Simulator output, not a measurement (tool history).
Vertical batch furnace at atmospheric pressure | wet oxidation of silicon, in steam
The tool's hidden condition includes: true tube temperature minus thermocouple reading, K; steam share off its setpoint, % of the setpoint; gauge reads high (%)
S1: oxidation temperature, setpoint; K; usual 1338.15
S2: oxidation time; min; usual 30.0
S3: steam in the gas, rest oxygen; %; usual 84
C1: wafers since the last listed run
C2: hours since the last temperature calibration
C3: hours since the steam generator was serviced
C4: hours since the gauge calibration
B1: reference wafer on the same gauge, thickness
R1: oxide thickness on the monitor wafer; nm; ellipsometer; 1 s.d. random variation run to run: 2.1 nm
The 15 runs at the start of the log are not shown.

run,hour,S1,S2,S3,C1,C2,C3,C4,B1,R1
16,272.4,1338.15,24.0,84,91,2191.3,16.1,451.6,459.78,339.21
17,286.4,1338.15,24.0,84,140,2205.3,30.1,465.6,459.58,339.51
18,319.1,1347.15,30.0,84,328,2238.0,62.8,498.3,458.51,409.35
19,336.7,1358.15,35.5,73,176,2255.6,80.4,515.9,459.56,442.66
20,357.0,1338.15,24.0,91,203,2275.9,100.7,536.2,460.03,356.23
21,421.1,1338.15,30.0,80,643,2340.0,164.8,600.3,458.65,379.85
# hour 433.5: gauge calibrated
# hour 460.9: thermocouples replaced and temperature profile calibrated
22,461.4,1345.15,30.0,79,163,0.5,205.1,27.9,458.79,389.85
23,466.5,1360.15,23.0,77,51,5.6,210.2,33.0,459.07,349.76
24,471.6,1331.15,37.0,88,51,10.7,215.3,38.1,458.82,436.74
25,476.8,1328.15,30.0,81,52,15.9,220.5,43.3,458.54,359.08
26,486.5,1338.15,30.0,80,97,25.6,230.2,53.0,458.86,379.18
27,499.9,1338.15,36.5,74,134,39.0,243.6,66.4,458.38,406.20
28,555.9,1338.15,30.0,84,562,95.0,299.6,122.4,459.53,391.99
29,573.1,1347.15,24.0,73,172,112.2,316.8,139.6,458.18,329.24
30,582.0,1357.15,41.0,89,89,121.1,325.7,148.5,459.73,538.79
31,599.5,1338.15,30.0,84,175,138.6,343.2,166.0,459.97,385.95
32,613.6,1350.15,23.5,84,141,152.7,357.3,180.1,458.49,358.52
33,624.1,1338.15,30.0,84,105,163.2,367.8,190.6,459.55,391.27
34,632.2,1338.15,30.0,84,81,171.3,375.9,198.7,459.41,389.53

Alternative continuations, all from the tool just after run 34; predict every row:
A,637.4,1338.15,30.0,84,52,176.5,381.1,203.9,?,?
B,637.4,1330.15,26.0,84,52,176.5,381.1,203.9,?,?
C,637.4,1355.15,16.5,95,52,176.5,381.1,203.9,?,?

run,B1,R1
A,459.78,390.42
B,459.78,339.96
C,459.78,319.97
With the hidden condition removed and each run's random variation left untouched, the same runs would have given:
run,R1
A,390.42
B,339.96
C,319.97

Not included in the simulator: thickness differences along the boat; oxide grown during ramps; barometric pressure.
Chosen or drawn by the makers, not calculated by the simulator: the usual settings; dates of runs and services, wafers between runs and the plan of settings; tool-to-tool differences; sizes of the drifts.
